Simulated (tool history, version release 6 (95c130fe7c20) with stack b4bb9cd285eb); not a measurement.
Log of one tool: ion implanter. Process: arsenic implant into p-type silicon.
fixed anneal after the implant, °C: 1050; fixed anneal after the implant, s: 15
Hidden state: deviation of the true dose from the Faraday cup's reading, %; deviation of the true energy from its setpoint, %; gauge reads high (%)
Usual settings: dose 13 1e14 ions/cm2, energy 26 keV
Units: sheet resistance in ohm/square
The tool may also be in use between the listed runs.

run,hour,dose,energy,wafers since the last listed run,hours since the last dose calibration,hours since the extraction supply was calibrated,hours since the gauge calibration,"read-back reference wafer on the same gauge, sheet resistance",sheet resistance
1,0,13,20.5,0,952.7,5692.4,69,80.99,106.37
2,90.1,13,20.5,2670,1042.8,5782.5,159.1,80.98,106.9
3,188.8,15.36,19.5,2924,1141.5,5881.2,257.8,80.96,99.58
4,260.1,13,26,2112,1212.8,5952.5,329.1,81.04,102.76
5,349.7,13,26,2655,1302.4,6042.1,418.7,80.95,103.29
6,441.4,13,26,2717,1394.1,6133.8,510.4,80.97,102.39
7,484.3,13,26,1271,1437,6176.7,553.3,81.05,103.01
# hour 550.1: Faraday cup replaced and dose calibrated
# hour 560.7: extraction supply calibrated
8,579.7,11.02,30,2352,29.6,19,648.7,81,104.16
# hour 595.4: gauge calibrated
9,630.6,13,26,1508,80.5,69.9,35.2,81,97.43
10,717.1,11.54,26,2563,167,156.4,121.7,81.04,105.08
# hour 752.3: Faraday cup replaced and dose calibrated, repeated, since the last time left the tool worse
11,775.3,13,26,1487,23,214.6,179.9,81.06,101.14

Forecast run 12:
12,871.1,10.27,26,2838,118.8,310.4,275.7,?,?

{"run 12": {"read-back reference wafer on the same gauge, sheet resistance": 80.94, "sheet resistance": 116.7}}
Without the tool's hidden state the same run would have given sheet resistance 115.84 ohm/square.

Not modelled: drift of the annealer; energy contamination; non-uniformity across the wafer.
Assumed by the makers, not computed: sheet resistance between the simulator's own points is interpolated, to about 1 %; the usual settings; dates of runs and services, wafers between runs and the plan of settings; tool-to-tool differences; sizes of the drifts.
